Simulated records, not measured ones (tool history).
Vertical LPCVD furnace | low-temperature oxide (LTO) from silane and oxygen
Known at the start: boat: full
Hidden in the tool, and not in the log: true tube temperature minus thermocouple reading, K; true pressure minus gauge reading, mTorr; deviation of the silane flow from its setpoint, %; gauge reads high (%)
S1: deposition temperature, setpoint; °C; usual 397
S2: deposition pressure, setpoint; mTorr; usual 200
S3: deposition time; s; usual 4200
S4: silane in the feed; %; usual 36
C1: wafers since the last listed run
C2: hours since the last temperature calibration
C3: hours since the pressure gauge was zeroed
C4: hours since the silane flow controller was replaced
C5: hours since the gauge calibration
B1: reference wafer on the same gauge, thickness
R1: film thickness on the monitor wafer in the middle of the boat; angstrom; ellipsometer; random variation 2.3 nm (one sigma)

| run | day | S1 | S2 | S3 | S4 | C1 | C2 | C3 | C4 | C5 | B1 | R1 |
|---|---|---|---|---|---|---|---|---|---|---|---|---|
| 1 | 0 | 397 | 200 | 4200 | 36 | 0 | 1276.6 | 4236.1 | 3216.1 | 493.9 | 582.92 | 5294.9 |
| 2 | 1.642 | 397 | 200 | 4200 | 36 | 778 | 1316 | 4275.5 | 3255.5 | 533.3 | 582.58 | 5302.8 |
| 3 | 3.721 | 397 | 200 | 4200 | 36 | 986 | 1365.9 | 4325.4 | 3305.4 | 583.2 | 582.4 | 5290.1 |
| 4 | 4.942 | 397 | 210 | 4200 | 36 | 579 | 1395.2 | 4354.7 | 3334.7 | 612.5 | 583.67 | 5577 |
| 5 | 6.912 | 397 | 200 | 4200 | 36 | 934 | 1442.5 | 4402 | 3382 | 659.8 | 581.85 | 5295.5 |
| 6 | 8.029 | 397 | 200 | 4200 | 36 | 529 | 1469.3 | 4428.8 | 3408.8 | 686.6 | 583.89 | 5317 |
| 7 | 10.829 | 397 | 200 | 4200 | 40 | 1328 | 1536.5 | 4496 | 3476 | 753.8 | 582.82 | 6090 |
| 8 | 13.508 | 397 | 200 | 4200 | 36 | 1270 | 1600.8 | 4560.3 | 3540.3 | 818.1 | 582.55 | 5301.2 |
| 9 | 15.742 | 397 | 200 | 4200 | 36 | 1059 | 1654.4 | 4613.9 | 3593.9 | 871.7 | 582.64 | 5256.8 |
| 10 | 17.446 | 397 | 200 | 4200 | 36 | 808 | 1695.3 | 4654.8 | 3634.8 | 912.6 | 582.99 | 5311.7 |
| 11 | 20.342 | 397 | 200 | 4200 | 36 | 1373 | 1764.8 | 4724.3 | 3704.3 | 982.1 | 583.98 | 5309.9 |
| 12 | 21.512 | 397 | 200 | 4200 | 36 | 555 | 1792.9 | 4752.4 | 3732.4 | 1010.2 | 582.17 | 5303.6 |
| 13 | 24.5 | 400 | 200 | 4200 | 36 | 1416 | 1864.6 | 4824.1 | 3804.1 | 1081.9 | 584.07 | 5483.1 |
| 14 | 25.942 | 400 | 200 | 4200 | 36 | 683 | 1899.2 | 4858.7 | 3838.7 | 1116.5 | 583.23 | 5499.7 |
| 15 | 27.917 | 400 | 200 | 4200 | 36 | 936 | 1946.6 | 4906.1 | 3886.1 | 1163.9 | 584.51 | 5473.3 |
|  | 29.908 | silane flow controller replaced |
| 16 | 29.929 | 397 | 200 | 4200 | 36 | 480 | 1994.9 | 4954.4 | 0.5 | 1212.2 | 583.33 | 5301 |
|  | 30.317 | gauge calibrated |
| 17 | 31.15 | 397 | 215 | 4200 | 36 | 579 | 2024.2 | 4983.7 | 29.8 | 20 | 582.53 | 5690.2 |
| 18 | 32.7 | 397 | 200 | 4200 | 36 | 735 | 2061.4 | 5020.9 | 67 | 57.2 | 582.02 | 5240 |
| 19 | 34.438 | 397 | 180 | 3420 | 40 | 824 | 2103.1 | 5062.6 | 108.7 | 98.9 | 583.04 | 4438 |
|  | 35.804 | pressure gauge zeroed |
| 20 | 35.825 | 397 | 200 | 4200 | 36 | 183 | 2136.4 | 0.5 | 142 | 132.2 | 583.23 | 5287.5 |
| 21 | 37.508 | 388 | 200 | 4200 | 36 | 798 | 2176.8 | 40.9 | 182.4 | 172.6 | 582.72 | 4751.5 |
| 22 | 40.392 | 388 | 180 | 4800 | 43 | 1367 | 2246 | 110.1 | 251.6 | 241.8 | 581.67 | 6128.7 |
|  | 43.012 | thermocouples replaced and temperature profile calibrated |
| 23 | 43.262 | 400 | 200 | 3090 | 36 | 887 | 6 | 179 | 320.5 | 310.7 | 583.56 | 4057.3 |
| 24 | 45.2 | 397 | 185 | 4200 | 30 | 918 | 52.5 | 225.5 | 367 | 357.2 | 583.9 | 3830.8 |
| 25 | 46.892 | 397 | 200 | 4200 | 36 | 802 | 93.1 | 266.1 | 407.6 | 397.8 | 583.69 | 5311.2 |
| 26 | 49.483 | 403 | 200 | 4200 | 36 | 1229 | 155.3 | 328.3 | 469.8 | 460 | 582.66 | 5641.3 |
| 27 | 52.067 | 397 | 200 | 3660 | 34 | 1225 | 217.3 | 390.3 | 531.8 | 522 | 583.71 | 4252.1 |
| 28 | 55.038 | 387 | 150 | 5490 | 32 | 1409 | 288.6 | 461.6 | 603.1 | 593.3 | 582.2 | 3932.1 |
| 29 | 56.642 | 406 | 200 | 3030 | 30 | 760 | 327.1 | 500.1 | 641.6 | 631.8 | 582.97 | 3298.4 |
| 30 | 58.462 | 393 | 175 | 5400 | 36 | 863 | 370.8 | 543.8 | 685.3 | 675.5 | 583.61 | 5680.3 |
| 31 | 61.125 | 397 | 200 | 2790 | 36 | 1262 | 434.7 | 607.7 | 749.2 | 739.4 | 584.26 | 3490.7 |

The tool's hidden state at each run:
true tube temperature minus thermocouple reading, K: 0 in every run
true pressure minus gauge reading, mTorr: 0 in every run
deviation of the silane flow from its setpoint, %: 0 in every run
gauge reads high (%): 0 in every run

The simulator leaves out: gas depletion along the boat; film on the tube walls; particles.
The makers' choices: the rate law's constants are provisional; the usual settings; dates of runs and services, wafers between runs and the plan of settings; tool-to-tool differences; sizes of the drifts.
